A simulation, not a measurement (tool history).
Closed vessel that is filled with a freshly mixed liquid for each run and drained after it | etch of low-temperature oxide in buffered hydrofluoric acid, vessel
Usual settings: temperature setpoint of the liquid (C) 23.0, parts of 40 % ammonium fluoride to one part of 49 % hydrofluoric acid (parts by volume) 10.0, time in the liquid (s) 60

run    hour  temperature setpoint of the liquid (C)  parts of 40 % ammonium fluoride to one part of 49 % hydrofluoric acid (parts by volume)  time in the liquid (s)  wafers since the last listed run  hours since the thermometer was replaced  hours since the hydrofluoric acid flow meter was replaced  hours since the gauge calibration  read-back film thickness of the low-temperature oxide reference wafer, read on the same gauge (nm)  thickness taken off the low-temperature oxide on a monitor wafer (angstrom)
  1     0.0                                    23.0                                                                                     10.0                      60                                 0                                     233.8                                                     1124.0                              766.0                                                                                               90.00                                                                       3699.7
  2    42.9                                    23.0                                                                                     10.0                      60                              4930                                     276.7                                                     1166.9                              808.9                                                                                               89.97                                                                       3697.9
  3   107.8                                    23.0                                                                                     10.0                      60                              7458                                     341.6                                                     1231.8                              873.8                                                                                               90.02                                                                       3742.3
  4   171.1                                    23.0                                                                                     10.0                      60                              7274                                     404.9                                                     1295.1                              937.1                                                                                               89.99                                                                       3776.6
  5   208.6                                    23.0                                                                                     10.0                      60                              4309                                     442.4                                                     1332.6                              974.6                                                                                               89.99                                                                       3743.4
      228.3  -- gauge calibrated
  6   278.9                                    23.0                                                                                      8.0                      60                              8079                                     512.7                                                     1402.9                               50.6                                                                                               90.03                                                                       4581.4
  7   383.4                                    23.0                                                                                      8.0                      60                             12009                                     617.2                                                     1507.4                              155.1                                                                                               90.03                                                                       4610.0
      395.0  -- thermometer replaced
  8   461.1                                    23.0                                                                                      8.0                      60                              8814                                      66.1                                                     1585.1                              232.8                                                                                               89.98                                                                       4436.3
  9   531.0                                    23.0                                                                                     10.0                      75                              8033                                     136.0                                                     1655.0                              302.7                                                                                               90.02                                                                       4522.4
 10   588.8                                    23.0                                                                                     10.0                      60                              6642                                     193.8                                                     1712.8                              360.5                                                                                               90.00                                                                       3661.4
 11   653.8                                    23.0                                                                                     10.0                      60                              7470                                     258.8                                                     1777.8                              425.5                                                                                               90.01                                                                       3672.7
 12   703.9                                    23.0                                                                                     10.0                      60                              5757                                     308.9                                                     1827.9                              475.6                                                                                               89.98                                                                       3731.2
 13   758.3                                    18.0                                                                                     13.0                      60                              6252                                     363.3                                                     1882.3                              530.0                                                                                               89.98                                                                       2190.1
 14   808.6                                    23.0                                                                                     10.0                      60                              5780                                     413.6                                                     1932.6                              580.3                                                                                               89.98                                                                       3739.2
      812.6  -- hydrofluoric acid flow meter replaced
 15   909.3                                    21.5                                                                                     10.0                      60                             11458                                     514.3                                                       96.7                              681.0                                                                                               89.99                                                                       3469.8
 16   958.3                                    20.5                                                                                     13.5                      30                              5631                                     563.3                                                      145.7                              730.0                                                                                               89.99                                                                       1234.4
      968.2  -- thermometer replaced
 17  1018.2                                    23.0                                                                                     10.0                      60                              6769                                      50.0                                                      205.6                              789.9                                                                                               89.96                                                                       3630.1
 18  1159.6                                    23.0                                                                                     12.5                      80                             16250                                     191.4                                                      347.0                              931.3                                                                                               89.99                                                                       3912.4
     1223.6  -- gauge calibrated
 19  1246.9                                    25.0                                                                                      8.5                      90                             10033                                     278.7                                                      434.3                               23.3                                                                                               90.04                                                                       7006.1
 20  1306.1                                    18.5                                                                                     11.5                      35                              6803                                     337.9                                                      493.5                               82.5                                                                                               89.98                                                                       1466.4
 21  1395.3                                    23.0                                                                                     10.0                      45                             10251                                     427.1                                                      582.7                              171.7                                                                                               89.96                                                                       2782.5
 22  1469.0                                    27.5                                                                                     10.0                      30                              8470                                     500.8                                                      656.4                              245.4                                                                                               89.98                                                                       2388.7
 23  1513.9                                    23.0                                                                                     10.0                      60                              5160                                     545.7                                                      701.3                              290.3                                                                                               90.02                                                                       3763.6
 24  1587.5                                    21.0                                                                                     10.0                      60                              8458                                     619.3                                                      774.9                              363.9                                                                                               89.93                                                                       3376.6
     1619.9  -- thermometer replaced
 25  1647.8                                    23.0                                                                                     10.0                      60                              6815                                      27.9                                                      835.2                              424.2                                                                                               90.04                                                                       3634.3

Forecast each of these 3 alternatives for the next run:
  A  1648.5                                    23.0                                                                                     10.0                      60                                80                                      28.6                                                      835.9                              424.9                                                                                                   ?                                                                            ?
  B  1648.5                                    19.0                                                                                     10.0                      85                                80                                      28.6                                                      835.9                              424.9                                                                                                   ?                                                                            ?
  C  1648.5                                    19.0                                                                                     10.0                      40                                80                                      28.6                                                      835.9                              424.9                                                                                                   ?                                                                            ?

run  read-back film thickness of the low-temperature oxide reference wafer, read on the same gauge (nm)  thickness taken off the low-temperature oxide on a monitor wafer (angstrom)
  A                                                                                               89.99                                                                       3608.8
  B                                                                                               89.99                                                                       4093.4
  C                                                                                               89.99                                                                       1926.3
Without the tool's hidden state the same runs would have given:
run  thickness taken off the low-temperature oxide on a monitor wafer (angstrom)
  A                                                                       3589.1
  B                                                                       4070.4
  C                                                                       1915.5

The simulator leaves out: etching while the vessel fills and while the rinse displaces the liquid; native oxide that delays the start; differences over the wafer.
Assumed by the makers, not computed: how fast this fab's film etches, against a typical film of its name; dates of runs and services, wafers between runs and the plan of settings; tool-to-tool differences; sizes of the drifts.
